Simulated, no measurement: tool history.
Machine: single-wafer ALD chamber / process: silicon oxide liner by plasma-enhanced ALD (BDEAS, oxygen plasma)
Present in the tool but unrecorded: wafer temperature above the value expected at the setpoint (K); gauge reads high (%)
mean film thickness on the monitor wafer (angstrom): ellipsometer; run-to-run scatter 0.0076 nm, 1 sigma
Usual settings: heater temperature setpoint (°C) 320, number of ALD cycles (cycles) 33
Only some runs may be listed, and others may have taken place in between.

run,day,heater temperature setpoint (°C),number of ALD cycles (cycles),wafers since the last listed run,hours since the last thermocouple change,hours since the gauge calibration,"read-back reference wafer on the same gauge, thickness_nm",mean film thickness on the monitor wafer (angstrom)
1,0,320,34,0,1182.4,100.5,3.398,31.06
2,0.533,320,33,157,1195.2,113.3,3.398,30.19
3,1.325,320,33,234,1214.2,132.3,3.397,30.29
4,2.425,327,28,325,1240.6,158.7,3.393,25.2
5,2.95,327,28,155,1253.2,171.3,3.395,25.16
6,3.454,327,28,149,1265.3,183.4,3.389,25.21
7,4.204,320,33,222,1283.3,201.4,3.389,30.04
8,5.317,320,33,329,1310,228.1,3.39,30.01
9,6.625,320,33,387,1341.4,259.5,3.382,29.85
10,7.812,320,31,351,1369.9,288,3.376,28.2
11,8.696,320,31,261,1391.1,309.2,3.375,28.25
12,9.579,320,31,261,1412.3,330.4,3.378,28.03
13,10.988,324,29,417,1446.1,364.2,3.371,26.13
14,11.8,329,32,240,1465.6,383.7,3.371,28.48
15,12.838,329,32,307,1490.5,408.6,3.37,28.55
16,13.967,325,33,334,1517.6,435.7,3.361,29.5
17,14.75,325,33,231,1536.4,454.5,3.363,29.63
18,15.746,311,33,294,1560.3,478.4,3.358,30.16
19,16.9,311,33,341,1588,506.1,3.362,30.28
20,17.579,311,33,201,1604.3,522.4,3.355,30.27
21,18.45,320,33,257,1625.2,543.3,3.352,29.58
22,19.083,315,29,187,1640.4,558.5,3.356,26.43
23,19.967,315,33,261,1661.6,579.7,3.346,29.96
24,20.892,320,33,273,1683.8,601.9,3.348,29.65
25,21.983,327,28,323,1710,628.1,3.344,24.84
26,23.467,320,31,439,1745.6,663.7,3.338,27.88
27,24.512,330,33,309,1770.7,688.8,3.338,29.1
28,25.712,326,29,355,1799.5,717.6,3.334,25.83
# day 29.192: thermocouple changed; heater temperature recalibrated
29,30.042,313,29,1183,20.4,821.5,3.326,26.07
30,30.817,315,30,229,39,840.1,3.324,27.1
31,31.596,330,28,230,57.7,858.8,3.319,24.59
32,33.038,326,29,426,92.3,893.4,3.311,25.69
33,34.383,329,29,398,124.6,925.7,3.312,25.33
34,35.812,327,33,423,158.9,960,3.312,28.9
35,36.462,327,39,192,174.5,975.6,3.305,34.24
# day 36.958: gauge calibrated
36,36.983,320,27,154,187,0.6,3.401,24.71
37,38.25,326,39,375,217.4,31,3.401,35.21
38,39.462,329,33,359,246.5,60.1,3.397,29.59
39,43.288,320,33,1132,338.3,151.9,3.386,29.92
40,44.075,320,30,233,357.2,170.8,3.381,27.37
41,45.521,327,36,428,391.9,205.5,3.381,32.29
42,46.767,312,30,368,421.8,235.4,3.377,27.59
43,47.821,316,33,312,447.1,260.7,3.368,30.27
44,48.879,320,37,313,472.5,286.1,3.372,33.56
45,50.267,326,33,410,505.8,319.4,3.366,29.58
46,51.512,332,31,368,535.7,349.3,3.364,27.35

How would selected steps in mean film thickness on the monitor wafer (angstrom) from run to run divide? Give the signed amount a tool lacking its hidden state would still show from settings, what came in and random variation, and the signed amount left for the hidden state, including any gauge scatter that is not in both of the compared results.
Run 33 -> 34: heater temperature setpoint (°C) 329 -> 327, number of ALD cycles (cycles) 29 -> 33. mean film thickness on the monitor wafer (angstrom) +3.57: hidden state -0.16, all else +3.73.
Run 34 -> 35: number of ALD cycles (cycles) 33 -> 39. mean film thickness on the monitor wafer (angstrom) +5.34: hidden state -0.2, all else +5.54.
Run 35 -> 36: heater temperature setpoint (°C) 327 -> 320, number of ALD cycles (cycles) 39 -> 27, gauge calibrated. mean film thickness on the monitor wafer (angstrom) -9.53: hidden state +1.03, all else -10.56.
Run 36 -> 37: heater temperature setpoint (°C) 320 -> 326, number of ALD cycles (cycles) 27 -> 39. mean film thickness on the monitor wafer (angstrom) +10.5: hidden state -0.09, all else +10.59.
Run 37 -> 38: heater temperature setpoint (°C) 326 -> 329, number of ALD cycles (cycles) 39 -> 33. mean film thickness on the monitor wafer (angstrom) -5.62: hidden state +0.01, all else -5.63.
